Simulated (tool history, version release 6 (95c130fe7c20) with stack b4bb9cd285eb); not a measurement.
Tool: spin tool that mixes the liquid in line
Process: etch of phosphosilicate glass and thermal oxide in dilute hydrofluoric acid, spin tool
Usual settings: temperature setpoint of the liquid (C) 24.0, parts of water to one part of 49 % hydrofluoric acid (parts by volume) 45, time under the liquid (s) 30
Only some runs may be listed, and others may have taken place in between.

| run | hour | temperature setpoint of the liquid (C) | parts of water to one part of 49 % hydrofluoric acid (parts by volume) | time under the liquid (s) | wafers since the last listed run | hours since the thermometer was replaced | hours since the hydrofluoric acid flow meter was replaced | hours since the gauge calibration | read-back film thickness of the phosphosilicate glass reference wafer, read on the same gauge (nm) | read-back film thickness of the thermal oxide reference wafer, read on the same gauge (nm) | thickness taken off the phosphosilicate glass on a monitor wafer (Å) | thickness taken off the thermal oxide on a monitor wafer (Å) |
|---|---|---|---|---|---|---|---|---|---|---|---|---|
| 1 | 0.0 | 24.0 | 55 | 30 | 0 | 420.4 | 490.2 | 291.4 | 70.01 | 30.002 | 1020.4 | 23.90 |
| 2 | 6.8 | 24.0 | 55 | 30 | 87 | 427.2 | 497.0 | 298.2 | 70.00 | 29.996 | 1023.8 | 24.07 |
| 3 | 24.2 | 24.0 | 55 | 30 | 223 | 444.6 | 514.4 | 315.6 | 69.98 | 29.989 | 1021.2 | 23.56 |
| 4 | 39.0 | 24.0 | 45 | 30 | 190 | 459.4 | 529.2 | 330.4 | 70.02 | 30.007 | 1258.2 | 29.19 |
| 5 | 55.4 | 24.0 | 45 | 30 | 210 | 475.8 | 545.6 | 346.8 | 70.02 | 30.002 | 1257.0 | 29.33 |
| 6 | 70.5 | 25.5 | 45 | 30 | 194 | 490.9 | 560.7 | 361.9 | 70.00 | 29.979 | 1334.2 | 30.68 |
| 7 | 82.0 | 25.5 | 45 | 30 | 147 | 502.4 | 572.2 | 373.4 | 69.97 | 30.050 | 1338.6 | 30.97 |
| 8 | 94.6 | 24.0 | 45 | 30 | 162 | 515.0 | 584.8 | 386.0 | 70.01 | 30.016 | 1250.8 | 28.81 |
| 9 | 100.9 | 24.0 | 45 | 30 | 81 | 521.3 | 591.1 | 392.3 | 70.00 | 30.019 | 1243.0 | 28.86 |
| 10 | 115.7 | 24.0 | 45 | 30 | 190 | 536.1 | 605.9 | 407.1 | 70.01 | 29.998 | 1238.8 | 29.23 |
| 11 | 122.2 | 27.5 | 45 | 30 | 83 | 542.6 | 612.4 | 413.6 | 70.01 | 30.002 | 1434.4 | 33.44 |
| 12 | 131.6 | 27.5 | 45 | 30 | 120 | 552.0 | 621.8 | 423.0 | 70.03 | 29.953 | 1425.0 | 33.07 |
|  | 142.5 | gauge calibrated |
| 13 | 145.0 | 24.0 | 60 | 15 | 172 | 565.4 | 635.2 | 2.5 | 70.00 | 30.007 | 447.9 | 10.45 |
| 14 | 156.1 | 24.0 | 35 | 50 | 142 | 576.5 | 646.3 | 13.6 | 69.98 | 29.992 | 2673.9 | 61.83 |
|  | 159.2 | hydrofluoric acid flow meter replaced |
| 15 | 167.2 | 22.5 | 45 | 15 | 129 | 587.6 | 8.0 | 24.7 | 70.01 | 30.036 | 622.0 | 14.52 |
|  | 188.6 | thermometer replaced |
| 16 | 204.3 | 24.0 | 45 | 30 | 464 | 15.7 | 45.1 | 61.8 | 70.01 | 30.001 | 1416.3 | 32.80 |
| 17 | 213.6 | 21.5 | 45 | 30 | 119 | 25.0 | 54.4 | 71.1 | 69.98 | 30.022 | 1268.1 | 29.23 |
| 18 | 229.2 | 20.0 | 60 | 50 | 200 | 40.6 | 70.0 | 86.7 | 70.00 | 29.987 | 1449.6 | 34.10 |
| 19 | 239.7 | 22.0 | 35 | 35 | 135 | 51.1 | 80.5 | 97.2 | 69.97 | 30.012 | 1938.9 | 45.88 |
| 20 | 251.6 | 21.0 | 30 | 40 | 153 | 63.0 | 92.4 | 109.1 | 69.97 | 29.989 | 2518.7 | 58.92 |
| 21 | 260.0 | 24.0 | 35 | 50 | 108 | 71.4 | 100.8 | 117.5 | 69.96 | 30.005 | 3021.9 | 71.08 |
| 22 | 277.2 | 20.5 | 35 | 15 | 221 | 88.6 | 118.0 | 134.7 | 70.00 | 30.022 | 782.1 | 18.20 |
| 23 | 283.5 | 24.0 | 45 | 30 | 81 | 94.9 | 124.3 | 141.0 | 70.05 | 29.959 | 1385.5 | 32.42 |
| 24 | 292.0 | 21.5 | 45 | 30 | 109 | 103.4 | 132.8 | 149.5 | 70.03 | 29.978 | 1238.2 | 29.20 |
| 25 | 305.6 | 24.0 | 45 | 30 | 174 | 117.0 | 146.4 | 163.1 | 70.02 | 30.018 | 1390.1 | 31.83 |
| 26 | 321.2 | 25.5 | 40 | 15 | 200 | 132.6 | 162.0 | 178.7 | 70.01 | 30.029 | 830.7 | 19.14 |

Hidden condition of the tool, last listed run before each entry between runs versus first listed run after:
In the gap between runs 12 and 13: gauge calibrated (hour 142.5)
  liquid colder than its thermometer reads (K): 1.42 -> 1.45; hydrofluoric acid flow below the setpoint (%): 7.43 -> 7.58
  measured less the result without the state, thickness taken off the phosphosilicate glass on a monitor wafer (Å): -213.5 -> -69.6; thickness taken off the thermal oxide on a monitor wafer (Å): -4.96 -> -1.63
In the gap between runs 14 and 15: hydrofluoric acid flow meter replaced (hour 159.2)
  liquid colder than its thermometer reads (K): 1.47 -> 1.5; hydrofluoric acid flow below the setpoint (%): 7.71 -> 0.28
  measured less the result without the state, thickness taken off the phosphosilicate glass on a monitor wafer (Å): -418.7 -> -42.5; thickness taken off the thermal oxide on a monitor wafer (Å): -9.68 -> -0.99
In the gap between runs 15 and 16: thermometer replaced (hour 188.6)
  liquid colder than its thermometer reads (K): 1.5 -> 0.0671; hydrofluoric acid flow below the setpoint (%): 0.28 -> 0.699
  measured less the result without the state, thickness taken off the phosphosilicate glass on a monitor wafer (Å): -42.5 -> -14.8; thickness taken off the thermal oxide on a monitor wafer (Å): -0.99 -> -0.34
